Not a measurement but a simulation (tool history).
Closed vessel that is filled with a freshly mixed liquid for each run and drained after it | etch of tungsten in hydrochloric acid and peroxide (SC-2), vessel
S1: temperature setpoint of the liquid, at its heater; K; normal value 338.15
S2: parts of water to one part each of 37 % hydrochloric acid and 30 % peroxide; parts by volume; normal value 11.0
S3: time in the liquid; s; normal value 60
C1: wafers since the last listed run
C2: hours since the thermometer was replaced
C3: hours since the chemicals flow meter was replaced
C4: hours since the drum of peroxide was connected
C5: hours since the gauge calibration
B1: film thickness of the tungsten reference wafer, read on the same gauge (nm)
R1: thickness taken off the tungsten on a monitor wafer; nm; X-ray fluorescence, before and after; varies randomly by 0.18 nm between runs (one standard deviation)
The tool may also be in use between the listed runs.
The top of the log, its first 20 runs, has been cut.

run,hour,S1,S2,S3,C1,C2,C3,C4,C5,B1,R1
21,501.8,338.15,15.0,60,1365,276.2,420.6,119.7,182.9,29.98,28.31
22,513.9,342.65,15.5,30,939,288.3,432.7,131.8,195.0,30.01,17.94
23,549.7,338.15,11.0,45,2778,324.1,468.5,167.6,230.8,29.98,27.52
24,562.5,328.65,15.0,85,993,336.9,481.3,180.4,243.6,30.01,22.11
# hour 590.9: new drum of peroxide connected, repeated, since the last time left the tool worse
25,591.3,338.15,11.0,60,2157,365.7,510.1,0.4,272.4,30.03,39.40
26,611.2,331.65,16.5,80,1544,385.6,530.0,20.3,292.3,30.00,24.41
27,630.3,341.65,6.0,30,1482,404.7,549.1,39.4,311.4,30.00,38.82
28,665.8,338.15,7.5,85,2755,440.2,584.6,74.9,346.9,29.99,75.86
29,695.2,338.15,11.0,60,2281,469.6,614.0,104.3,376.3,30.00,39.15
30,719.8,338.15,16.0,95,1909,494.2,638.6,128.9,400.9,29.98,44.45

Each row is a separate what-if for the run after 30, all from the same tool condition, not one after another. Results?
A,720.5,338.15,11.0,60,54,494.9,639.3,129.6,401.6,?,?
B,720.5,338.15,11.0,90,54,494.9,639.3,129.6,401.6,?,?
C,720.5,342.15,11.0,95,54,494.9,639.3,129.6,401.6,?,?
D,720.5,332.65,11.0,70,54,494.9,639.3,129.6,401.6,?,?

run,B1,R1
A,29.99,38.88
B,29.99,58.32
C,29.99,78.31
D,29.99,32.27
The same runs, with their run-to-run variation unchanged, on a tool lacking any hidden condition would have given:
run,R1
A,39.09
B,58.64
C,78.74
D,32.45
